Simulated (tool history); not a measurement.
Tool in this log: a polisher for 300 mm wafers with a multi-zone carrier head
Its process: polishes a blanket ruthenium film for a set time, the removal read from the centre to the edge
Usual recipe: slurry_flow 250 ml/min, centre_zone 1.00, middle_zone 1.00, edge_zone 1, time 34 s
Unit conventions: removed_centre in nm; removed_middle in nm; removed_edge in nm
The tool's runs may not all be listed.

run,hour,slurry_flow,centre_zone,middle_zone,edge_zone,time,wafers since the last listed run,wafers polished on this pad,hours since the slurry nozzle was cleaned,hours since the centre zone pressure was calibrated,hours since the edge zone pressure was calibrated,hours since the carrier head's membrane was replaced,"incoming thickness of the incoming film, nm",removed_centre,removed_middle,removed_edge
1,0.0,250,0.96,1.08,1,34,0,313,270.6,1031.0,1078.6,322.1,433.9,66.8,72.8,68.0
# hour 80.6: worn pad replaced by a new one
2,81.1,250,0.96,1.08,1,34,681,4,351.7,1112.1,1159.7,403.2,426.7,65.5,73.4,68.0
# hour 91.7: slurry nozzle cleaned
3,105.7,250,0.96,1.08,1,34,208,213,14.0,1136.7,1184.3,427.8,430.4,67.3,72.9,68.3
4,133.9,315,1.00,1.06,1,34,249,462,42.2,1164.9,1212.5,456.0,427.5,70.4,73.2,69.1
5,165.2,315,1.00,1.06,1,34,276,739,73.5,1196.2,1243.8,487.3,431.0,69.4,70.8,67.1
# hour 183.0: centre zone pressure recalibrated
6,192.2,250,1.00,1.00,1,34,221,960,100.5,9.2,1270.8,514.3,426.1,64.6,63.8,64.2
# hour 196.5: edge zone pressure recalibrated
# hour 214.3: worn pad replaced by a new one
# hour 217.4: carrier head's membrane replaced by a new one
7,217.9,250,1.00,1.00,1,34,146,4,126.2,34.9,21.4,0.5,427.3,70.6,69.4,68.7
8,236.4,250,1.00,1.00,1,34,163,167,144.7,53.4,39.9,19.0,430.8,69.6,69.4,68.6
9,263.5,250,1.00,1.00,1,34,239,407,171.8,80.5,67.0,46.1,431.8,68.2,68.4,68.4
10,291.7,250,1.00,1.00,1,34,249,656,200.0,108.7,95.2,74.3,430.8,67.3,66.8,66.2
11,327.4,185,1.10,1.07,1,23,315,972,235.7,144.4,130.9,110.0,424.2,47.0,44.6,42.3

What does the tool deliver on the next run?
# hour 344.4: worn pad replaced by a new one
12,382.1,185,1.00,0.90,1,34,448,333,290.4,199.1,185.6,164.7,426.3,?,?,?

removed_centre: 66.5 nm
removed_middle: 59.4 nm
removed_edge: 66.3 nm
Were there no unlogged condition in the tool, this run, its random variation unchanged, would have produced removed_centre 68.4 nm, removed_middle 61.2 nm, removed_edge 68.2 nm.
